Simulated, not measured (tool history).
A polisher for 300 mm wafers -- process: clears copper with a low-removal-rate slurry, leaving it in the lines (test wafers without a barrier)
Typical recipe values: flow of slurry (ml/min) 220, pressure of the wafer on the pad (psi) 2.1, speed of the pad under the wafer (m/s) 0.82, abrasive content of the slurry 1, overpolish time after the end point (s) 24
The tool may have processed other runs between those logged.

run,day,flow of slurry (ml/min),pressure of the wafer on the pad (psi),speed of the pad under the wafer (m/s),abrasive content of the slurry,overpolish time after the end point (s),"incoming thickness of the incoming film, nm",time until the end point was called (s),dishing of a wide line in a test structure (angstrom)
1,0,220,2.1,0.74,1,24,196.8,144.2,240
2,2.117,220,1.9,0.82,1,24,196.6,148.7,221
3,2.371,220,1.9,0.82,1,24,195.1,149.1,225
4,3.671,220,2.1,0.82,1.2,24,194.4,129.4,250
5,4.321,220,2.1,0.82,1.2,24,197.6,131.8,259
6,5.054,220,2.1,0.82,1,24,190.8,132.1,247
7,5.429,220,2.1,0.82,1,24,196.6,134.7,253
8,5.808,220,2.1,0.82,1,24,195.8,135.5,244
9,6.292,220,2.1,0.82,1,24,196.4,135.8,245
10,6.912,220,2.1,0.82,1,24,191.5,134.5,244
11,7.525,220,2.1,0.82,1,24,197.5,137.4,244
12,7.858,220,2.1,0.82,1,24,193.2,133.7,249
13,8.4,155,2.1,0.82,1,24,192.8,140,237
14,8.646,220,2.1,0.82,1,24,192.8,134.8,249
15,9.133,220,2.1,0.82,1,24,192.6,133,257
16,9.617,185,2.3,0.72,1,24,196,136.6,242
17,10.288,220,1.5,0.82,0.8,24,194.9,194.8,180
18,11.004,220,2.1,0.82,1,24,194,135.3,247
19,11.742,220,2.1,0.82,1,24,192.7,133.8,245
20,12.483,220,2.1,1.06,1,24,194.9,112.7,289
21,13.05,220,2.6,0.82,0.9,24,196,112.3,288
22,13.571,220,2.1,0.96,1.15,24,194.5,116.7,276
23,14.079,220,2.6,0.82,1,24,195.6,109.8,296
24,14.475,290,2.1,0.82,1,30,194.9,132.6,303

The log once held 7 entries between its listed runs, left out of this copy. Where does each go, and what is different about the tool's unlogged condition between the listed run before it and the listed run after it?
Logged between run 1 and run 2: worn pad replaced by a new one (day 1.658)
  no difference in the tool's unlogged condition between these two runs
Logged between run 5 and run 6: head pressure recalibrated (day 4.925)
  no difference in the tool's unlogged condition between these two runs
Logged between run 6 and run 7: worn pad replaced by a new one (day 5.408)
  no difference in the tool's unlogged condition between these two runs
Logged between run 10 and run 11: slurry blender recalibrated (day 7.096)
  no difference in the tool's unlogged condition between these two runs
Logged between run 12 and run 13: slurry nozzle cleaned (day 8.379)
  no difference in the tool's unlogged condition between these two runs
Logged between run 15 and run 16: worn pad replaced by a new one (day 9.321)
  no difference in the tool's unlogged condition between these two runs
Logged between run 21 and run 22: worn pad replaced by a new one (day 13.483)
  no difference in the tool's unlogged condition between these two runs
